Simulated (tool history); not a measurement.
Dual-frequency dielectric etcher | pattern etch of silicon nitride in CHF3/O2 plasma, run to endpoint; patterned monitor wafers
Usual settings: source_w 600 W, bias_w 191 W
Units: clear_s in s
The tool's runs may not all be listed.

run	hour	source_w	bias_w	wafers since the last listed run	hours since the last wet clean	hours since the last source power generator calibration	hours since the last bias power generator calibration	hours since the last upper electrode change	incoming incoming film thickness, nm	clear_s
1	0.0	630	220	0	375.3	2269.0	3247.2	1225.8	58.5	34.2
# hour 67.9: wet clean of the chamber
2	68.4	630	220	336	0.5	2337.4	3315.6	1294.2	58.5	35.4
3	98.7	630	220	229	30.8	2367.7	3345.9	1324.5	58.2	35.1
4	140.9	490	191	319	73.0	2409.9	3388.1	1366.7	58.2	37.7
5	164.9	490	191	181	97.0	2433.9	3412.1	1390.7	58.4	37.6
6	233.5	600	215	519	165.6	2502.5	3480.7	1459.3	58.5	35.1
7	304.0	600	215	534	236.1	2573.0	3551.2	1529.8	59.1	35.5
8	375.6	600	215	542	307.7	2644.6	3622.8	1601.4	58.5	35.0
9	413.8	720	191	289	345.9	2682.8	3661.0	1639.6	58.9	34.4
10	450.2	720	191	275	382.3	2719.2	3697.4	1676.0	58.0	33.8
# hour 485.1: wet clean of the chamber
11	509.9	600	191	270	24.8	2778.9	3757.1	1735.7	58.6	36.8
12	536.3	600	191	200	51.2	2805.3	3783.5	1762.1	59.0	36.9
13	585.9	600	191	375	100.8	2854.9	3833.1	1811.7	58.0	35.9
14	623.9	600	191	288	138.8	2892.9	3871.1	1849.7	58.7	36.3
# hour 650.7: upper electrode replaced
15	667.8	600	191	150	182.7	2936.8	3915.0	17.1	58.3	35.9
# hour 683.1: source power generator calibrated
16	713.9	600	191	319	228.8	30.8	3961.1	63.2	58.5	36.0
# hour 719.6: bias power generator calibrated
17	774.3	600	191	427	289.2	91.2	54.7	123.6	58.8	35.8
18	821.7	600	191	359	336.6	138.6	102.1	171.0	58.4	35.6

Run 19 comes next. What will it give?
19	873.2	690	191	390	388.1	190.1	153.6	222.5	58.1	?

Run 19 gave clear_s 34.5 s.
Without the tool's hidden state the same run would have given clear_s 35.6 s.
